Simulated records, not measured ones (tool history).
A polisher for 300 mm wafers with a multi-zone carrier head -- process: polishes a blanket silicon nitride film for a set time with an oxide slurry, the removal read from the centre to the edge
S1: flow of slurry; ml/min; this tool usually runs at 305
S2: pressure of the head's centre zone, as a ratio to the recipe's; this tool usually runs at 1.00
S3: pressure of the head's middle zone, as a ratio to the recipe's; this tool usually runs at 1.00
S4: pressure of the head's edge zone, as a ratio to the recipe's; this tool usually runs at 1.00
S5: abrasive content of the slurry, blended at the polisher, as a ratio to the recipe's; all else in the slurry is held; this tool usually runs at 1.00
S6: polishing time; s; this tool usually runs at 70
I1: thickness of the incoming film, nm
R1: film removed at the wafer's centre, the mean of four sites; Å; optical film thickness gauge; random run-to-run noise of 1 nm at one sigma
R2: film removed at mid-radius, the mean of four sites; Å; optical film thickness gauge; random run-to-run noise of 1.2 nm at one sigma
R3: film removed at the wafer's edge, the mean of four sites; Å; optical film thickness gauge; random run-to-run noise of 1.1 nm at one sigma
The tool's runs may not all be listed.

run	hour	S1	S2	S3	S4	S5	S6	I1	R1	R2	R3
1	0.0	305	1.00	1.00	1.00	0.90	70	439.5	686	675	681
2	17.6	305	1.00	1.00	1.00	0.90	70	437.3	681	683	686
# hour 32.8: slurry nozzle cleaned
3	47.2	305	1.00	1.00	1.00	1.25	70	450.3	944	882	847
4	74.6	305	1.00	1.00	1.00	1.25	70	446.6	919	868	882
5	94.9	305	1.00	1.00	1.00	1.00	70	437.6	805	764	775
# hour 108.7: worn pad replaced by a new one
6	119.2	305	1.00	1.00	1.09	1.00	70	440.9	827	797	806
7	141.5	305	1.08	1.00	1.00	1.00	58	444.3	760	653	639
8	154.5	305	0.89	1.05	1.09	1.00	70	439.8	771	807	801
# hour 158.0: edge zone pressure recalibrated
9	187.5	305	1.00	1.00	1.00	1.00	70	439.4	838	779	773
# hour 193.3: carrier head's membrane replaced by a new one
10	202.6	305	1.00	1.00	1.00	1.15	81	441.8	1065	975	968
# hour 214.5: centre zone pressure recalibrated
11	222.7	305	1.04	1.08	0.88	1.00	55	445.4	631	663	564
12	242.8	305	1.00	1.00	1.00	1.00	56	440.2	639	619	618
13	261.6	305	1.00	1.00	1.00	1.25	70	435.3	888	883	850
# hour 285.9: worn pad replaced by a new one
14	293.0	340	1.00	1.00	0.90	1.00	70	441.4	802	772	734
15	315.9	305	1.00	1.00	1.05	0.75	70	447.2	619	619	618
16	333.9	340	1.00	1.00	0.90	1.00	70	438.3	774	769	737
17	347.8	235	0.88	1.00	1.10	1.00	87	441.0	831	884	929
18	380.3	305	1.00	1.00	0.93	0.90	83	439.8	871	846	774
19	408.9	225	1.00	1.00	1.00	1.00	70	440.0	731	708	718
20	435.8	380	1.00	1.00	1.00	1.00	70	441.0	809	778	757
21	456.4	380	1.08	1.00	1.00	1.00	70	433.0	878	761	745
# hour 467.3: worn pad replaced by a new one
22	472.2	305	1.00	1.00	1.00	1.00	70	441.7	794	723	725

Forecast each of these 4 alternatives for the next run:
A	472.6	305	1.00	1.00	0.90	1.00	70	440.9	?	?	?
B	472.6	305	1.00	1.00	1.00	1.00	47	440.9	?	?	?
C	472.6	235	1.00	1.00	1.00	1.20	70	440.9	?	?	?
D	472.6	255	0.95	1.00	1.00	1.00	70	440.9	?	?	?

run	R1	R2	R3
A	784	743	702
B	527	499	491
C	818	780	779
D	721	717	712
Without the tool's hidden state the same runs would have given:
run	R1	R2	R3
A	803	799	740
B	539	536	517
C	860	858	835
D	751	782	759

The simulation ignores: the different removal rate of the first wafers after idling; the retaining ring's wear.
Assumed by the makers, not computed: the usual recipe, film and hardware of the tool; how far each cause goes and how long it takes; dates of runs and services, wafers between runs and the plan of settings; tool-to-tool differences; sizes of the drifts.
